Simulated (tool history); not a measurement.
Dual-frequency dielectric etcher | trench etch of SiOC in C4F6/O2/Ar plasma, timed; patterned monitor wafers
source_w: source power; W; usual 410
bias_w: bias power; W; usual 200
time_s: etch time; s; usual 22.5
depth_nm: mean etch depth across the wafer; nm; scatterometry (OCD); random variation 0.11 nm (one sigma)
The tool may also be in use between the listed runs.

run    hour  source_w  bias_w  time_s  read-back reference wafer on the same gauge, depth_nm  depth_nm
  1       0       410     169      21                                                  50.11     45.37
  2    33.3       410     169      21                                                   50.1     45.32
  3     124       460     200    22.5                                                  50.09     53.22
  4   173.8       460     200    22.5                                                  50.11     53.16
  5     243       410     200    22.5                                                  50.13     50.27
  6   438.1       410     200    22.5                                                   50.1     50.05
  7   492.4       410     200    22.5                                                   50.1      51.3
  8   543.6       410     200    22.5                                                  50.11     51.16
  9   604.8       360     200    22.5                                                   50.1     48.05
 10   630.1       360     200    22.5                                                  50.09      48.2
 11   671.7       410     200    22.5                                                  50.12     51.25
 12   717.6       500     160    20.5                                                  50.12      48.5
 13   782.3       410     200    22.5                                                  50.11     51.12
 14   844.9       460     167    22.5                                                  50.14     52.49
 15   887.2       500     200      27                                                  50.12     68.13
 16   941.8       350     156      17                                                  50.09     34.04
 17   970.5       450     176    28.5                                                  50.09     66.43
 18  1028.7       410     162    22.5                                                  50.11     49.11
 19  1053.8       360     220    16.5                                                   50.1     36.45
 20  1106.3       410     160    19.5                                                  50.06     42.32

Taken out of this log: 6 entries between the listed runs. Where each belongs, and how the hidden state differs across it:
Between runs 5 and 6: wet clean of the chamber (hour 407); upper electrode replaced (hour 437.6)
  source power that arrives over what is set, %: -5.13 -> -5.88; bias power that arrives over what is set, %: -3.92 -> -4.52
  measured less the result without the state, depth_nm: -1.82 -> -2.09 nm
Between runs 6 and 7: source power generator calibrated (hour 453.5)
  source power that arrives over what is set, %: -5.88 -> -0.443; bias power that arrives over what is set, %: -4.52 -> -4.68
  measured less the result without the state, depth_nm: -2.09 -> -0.74 nm
Between runs 8 and 9: gauge calibrated (hour 586.6)
  source power that arrives over what is set, %: -0.448 -> -0.458; bias power that arrives over what is set, %: -4.84 -> -5.03
  measured less the result without the state, depth_nm: -0.76 -> -0.75 nm
Between runs 13 and 14: bias power generator calibrated (hour 818.6)
  source power that arrives over what is set, %: -0.519 -> -0.551; bias power that arrives over what is set, %: -5.57 -> -0.995
  measured less the result without the state, depth_nm: -0.88 -> -0.27 nm
Between runs 15 and 16: wet clean of the chamber (hour 941.3)
  source power that arrives over what is set, %: -0.576 -> -0.612; bias power that arrives over what is set, %: -1.12 -> -1.29
  measured less the result without the state, depth_nm: -0.39 -> -0.21 nm
